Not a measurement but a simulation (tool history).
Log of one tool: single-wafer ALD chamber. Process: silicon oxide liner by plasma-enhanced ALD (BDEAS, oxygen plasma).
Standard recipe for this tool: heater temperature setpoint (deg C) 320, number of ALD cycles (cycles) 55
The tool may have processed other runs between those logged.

run   hour  heater temperature setpoint (deg C)  number of ALD cycles (cycles)  wafers since the last listed run  hours since the last thermocouple change  hours since the gauge calibration  read-back reference wafer on the same gauge, thickness_nm  mean film thickness on the monitor wafer (angstrom)
  1    0.0                                  313                             47                                 0                                     928.6                              298.5                                                      5.521                                                41.14
  2   69.9                                  313                             47                               521                                     998.5                              368.4                                                      5.523                                                40.77
  3  104.7                                  313                             47                               259                                    1033.3                              403.2                                                      5.519                                                41.17
  4  124.5                                  324                             55                               147                                    1053.1                              423.0                                                      5.520                                                47.17
  5  138.2                                  320                             55                               102                                    1066.8                              436.7                                                      5.522                                                47.25
     146.8  -- gauge calibrated
  6  160.3                                  320                             55                               165                                    1088.9                               13.5                                                      5.521                                                47.69
     169.6  -- thermocouple changed; heater temperature recalibrated
  7  194.0                                  320                             55                               191                                      24.4                               47.2                                                      5.521                                                47.53
  8  233.0                                  332                             51                               291                                      63.4                               86.2                                                      5.519                                                43.19
  9  263.2                                  308                             44                               225                                      93.6                              116.4                                                      5.521                                                38.70
 10  275.5                                  320                             55                                91                                     105.9                              128.7                                                      5.522                                                47.31
 11  345.6                                  305                             55                               523                                     176.0                              198.8                                                      5.522                                                48.29
 12  364.4                                  305                             55                               140                                     194.8                              217.6                                                      5.521                                                48.53
 13  383.7                                  306                             48                               144                                     214.1                              236.9                                                      5.521                                                42.19
 14  399.2                                  333                             58                               115                                     229.6                              252.4                                                      5.523                                                49.13
 15  412.8                                  320                             55                               101                                     243.2                              266.0                                                      5.519                                                47.45

Entry by entry between the runs, the difference in hidden state between the last listed run before and the first listed run after:
In the gap between runs 5 and 6: gauge calibrated (hour 146.8)
  no hidden state differs between the two runs
In the gap between runs 6 and 7: thermocouple changed; heater temperature recalibrated (hour 169.6)
  no hidden state differs between the two runs
